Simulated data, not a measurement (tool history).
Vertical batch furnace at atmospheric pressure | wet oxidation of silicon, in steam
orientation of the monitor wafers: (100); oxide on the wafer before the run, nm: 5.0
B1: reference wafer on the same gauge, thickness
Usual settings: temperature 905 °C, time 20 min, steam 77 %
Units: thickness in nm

run 1 hour=0 | temperature=905 time=20 steam=77 | B1=47.19 | thickness=51.29
run 2 hour=76.8 | temperature=905 time=20 steam=71 | B1=47.18 | thickness=47.92
run 3 hour=164.4 | temperature=905 time=20 steam=71 | B1=47.22 | thickness=47.91
run 4 hour=209.8 | temperature=905 time=20 steam=77 | B1=47.17 | thickness=50.49
run 5 hour=300 | temperature=905 time=20 steam=77 | B1=47.22 | thickness=50.94
run 6 hour=368.3 | temperature=905 time=20 steam=77 | B1=47.15 | thickness=50.8
run 7 hour=631.7 | temperature=905 time=20 steam=77 | B1=47.26 | thickness=50.74
run 8 hour=670.6 | temperature=905 time=20 steam=77 | B1=47.29 | thickness=51.18
run 9 hour=776 | temperature=905 time=20 steam=77 | B1=47.31 | thickness=50.55
-- hour=818.2 steam generator serviced
run 10 hour=877.7 | temperature=905 time=26.5 steam=77 | B1=47.04 | thickness=69.74
-- hour=939.5 thermocouples replaced and temperature profile calibrated
run 11 hour=966.1 | temperature=905 time=20 steam=77 | B1=47.29 | thickness=49.91
run 12 hour=1073.4 | temperature=905 time=20 steam=77 | B1=47.35 | thickness=50.51
run 13 hour=1127.3 | temperature=905 time=23.5 steam=85 | B1=47.32 | thickness=62.74
-- hour=1154.1 gauge calibrated
run 14 hour=1177.1 | temperature=905 time=23.5 steam=85 | B1=47.18 | thickness=62.43
run 15 hour=1270 | temperature=905 time=23.5 steam=85 | B1=47.1 | thickness=63.09
run 16 hour=1318.7 | temperature=905 time=26.5 steam=77 | B1=47.26 | thickness=63.92
run 17 hour=1413.9 | temperature=905 time=20 steam=88 | B1=47.3 | thickness=55.92
run 18 hour=1474.7 | temperature=889 time=28 steam=86 | B1=46.99 | thickness=58.58
run 19 hour=1531 | temperature=905 time=20 steam=77 | B1=47.25 | thickness=50.2
run 20 hour=1577.7 | temperature=885 time=12 steam=77 | B1=47.13 | thickness=24.99
run 21 hour=1646.7 | temperature=882 time=11 steam=80 | B1=47.32 | thickness=22.79
run 22 hour=1750.9 | temperature=905 time=20 steam=77 | B1=47.21 | thickness=50.06
run 23 hour=1830.6 | temperature=898 time=25 steam=81 | B1=47.32 | thickness=58.38
run 24 hour=1935 | temperature=887 time=12 steam=88 | B1=47.32 | thickness=28.24
run 25 hour=1978.5 | temperature=930 time=27.5 steam=89 | B1=47.13 | thickness=100.72
run 26 hour=2079.4 | temperature=905 time=17 steam=77 | B1=47.16 | thickness=43.67
run 27 hour=2153.2 | temperature=905 time=20 steam=74 | B1=47.38 | thickness=48.03
run 28 hour=2213.7 | temperature=914 time=15.5 steam=86 | B1=47.13 | thickness=49.92
run 29 hour=2303.3 | temperature=891 time=25 steam=77 | B1=47.22 | thickness=50.03
run 30 hour=2391 | temperature=929 time=28 steam=87 | B1=47.29 | thickness=99.4

What the log doesn't show, run by run:
gauge reads high (%): 0 in every run
H1: true tube temperature minus thermocouple reading, K
H2: steam share off its setpoint, % of the setpoint
run=1 H1=5.17 H2=-7.89
run=2 H1=5.2 H2=-7.99
run=3 H1=5.23 H2=-8.08
run=4 H1=5.24 H2=-8.13
run=5 H1=5.27 H2=-8.21
run=6 H1=5.29 H2=-8.26
run=7 H1=5.35 H2=-8.43
run=8 H1=5.36 H2=-8.45
run=9 H1=5.38 H2=-8.5
run=10 H1=5.4 H2=-1.51
run=11 H1=0.238 H2=-2.38
run=12 H1=0.728 H2=-3.3
run=13 H1=0.956 H2=-3.71
run=14 H1=1.16 H2=-4.06
run=15 H1=1.51 H2=-4.66
run=16 H1=1.68 H2=-4.95
run=17 H1=1.99 H2=-5.45
run=18 H1=2.18 H2=-5.73
run=19 H1=2.34 H2=-5.98
run=20 H1=2.47 H2=-6.17
run=21 H1=2.65 H2=-6.42
run=22 H1=2.9 H2=-6.77
run=23 H1=3.08 H2=-7
run=24 H1=3.29 H2=-7.27
run=25 H1=3.38 H2=-7.37
run=26 H1=3.56 H2=-7.58
run=27 H1=3.68 H2=-7.71
run=28 H1=3.77 H2=-7.81
run=29 H1=3.9 H2=-7.95
run=30 H1=4.01 H2=-8.06
